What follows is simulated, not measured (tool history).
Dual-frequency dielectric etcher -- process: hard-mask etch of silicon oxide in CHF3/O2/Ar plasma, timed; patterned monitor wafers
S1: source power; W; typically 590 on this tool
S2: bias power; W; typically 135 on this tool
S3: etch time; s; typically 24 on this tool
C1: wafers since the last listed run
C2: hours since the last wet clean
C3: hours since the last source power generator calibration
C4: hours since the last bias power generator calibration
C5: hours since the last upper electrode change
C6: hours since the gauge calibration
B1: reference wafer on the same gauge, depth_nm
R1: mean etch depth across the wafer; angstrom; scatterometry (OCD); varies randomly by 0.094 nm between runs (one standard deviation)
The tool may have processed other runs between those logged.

run,hour,S1,S2,S3,C1,C2,C3,C4,C5,C6,B1,R1
1,0.0,590,135,21,0,273.6,4738.3,4734.1,2427.0,597.8,42.99,373.2
2,7.9,590,135,24,138,281.5,4746.2,4742.0,2434.9,605.7,42.99,424.5
# hour 9.7: gauge calibrated
3,18.1,590,144,24,178,291.7,4756.4,4752.2,2445.1,8.4,42.99,435.9
4,32.2,590,144,24,247,305.8,4770.5,4766.3,2459.2,22.5,43.01,436.0
5,48.6,590,144,24,287,322.2,4786.9,4782.7,2475.6,38.9,42.99,436.9
# hour 55.3: source power generator calibrated
6,55.8,680,102,19,56,329.4,0.5,4789.9,2482.8,46.1,43.01,324.2
7,64.0,590,135,24,143,337.6,8.7,4798.1,2491.0,54.3,42.99,426.6
8,76.4,590,135,24,217,350.0,21.1,4810.5,2503.4,66.7,43.02,427.8
9,96.8,590,103,24,357,370.4,41.5,4830.9,2523.8,87.1,43.00,388.7
10,105.3,590,110,24,149,378.9,50.0,4839.4,2532.3,95.6,43.01,397.6
11,123.2,590,135,24,314,396.8,67.9,4857.3,2550.2,113.5,43.00,429.5
# hour 159.4: upper electrode replaced
12,159.9,550,118,24,222,433.5,104.6,4894.0,0.5,150.2,42.99,398.8
13,160.2,590,135,24,5,433.8,104.9,4894.3,0.8,150.5,43.01,429.7
14,168.7,550,135,24,149,442.3,113.4,4902.8,9.3,159.0,43.00,418.4

Run 15 has not been measured yet. What should we expect?
# hour 205.1: wet clean of the chamber
15,205.6,590,135,24,226,0.5,150.3,4939.7,46.2,195.9,?,?

B1: 43.01
R1: 420.6 angstrom
Without the tool's hidden state the same run would have given R1 419.3 angstrom.

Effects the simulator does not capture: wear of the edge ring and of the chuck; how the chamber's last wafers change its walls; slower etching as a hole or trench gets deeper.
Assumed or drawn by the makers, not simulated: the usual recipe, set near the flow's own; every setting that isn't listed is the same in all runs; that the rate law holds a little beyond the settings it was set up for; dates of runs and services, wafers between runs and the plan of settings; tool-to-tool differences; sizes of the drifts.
